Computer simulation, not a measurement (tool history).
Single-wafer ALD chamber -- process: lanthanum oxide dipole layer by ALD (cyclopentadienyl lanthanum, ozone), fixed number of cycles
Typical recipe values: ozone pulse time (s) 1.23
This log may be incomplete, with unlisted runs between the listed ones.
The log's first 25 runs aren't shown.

run    hour  ozone pulse time (s)  read-back reference wafer on the same gauge, thickness_nm  mean film thickness on the monitor wafer (Å)
 26  1907.4                  1.66                                                      0.484                                          6.05
 27  1995.9                  1.23                                                      0.484                                          5.37
     2027.2  -- ozone generator serviced
 28  2092.7                   1.1                                                      0.484                                          5.45
 29  2129.3                  1.05                                                      0.483                                          5.24
 30  2192.7                  1.71                                                      0.483                                          6.09
 31  2245.6                  0.92                                                      0.483                                           4.8
     2289.9  -- thermocouple changed; heater temperature recalibrated
 32  2290.8                  1.23                                                      0.483                                          5.69
 33  2393.3                  0.99                                                      0.484                                          5.06
 34  2501.1                   0.9                                                      0.483                                          4.67
 35  2608.7                  1.23                                                      0.483                                          5.67

Here are 3 independent what-if runs from the current tool condition. What would each one return?
  A  2609.1                  1.59                                                          ?                                             ?
  B  2609.1                  0.86                                                          ?                                             ?
  C  2609.1                  1.69                                                          ?                                             ?

run  read-back reference wafer on the same gauge, thickness_nm  mean film thickness on the monitor wafer (Å)
  A                                                      0.483                                          6.02
  B                                                      0.483                                          4.41
  C                                                      0.483                                          6.07
Without the tool's hidden state the same runs would have given:
run  mean film thickness on the monitor wafer (Å)
  A                                          6.07
  B                                          4.57
  C                                          6.11
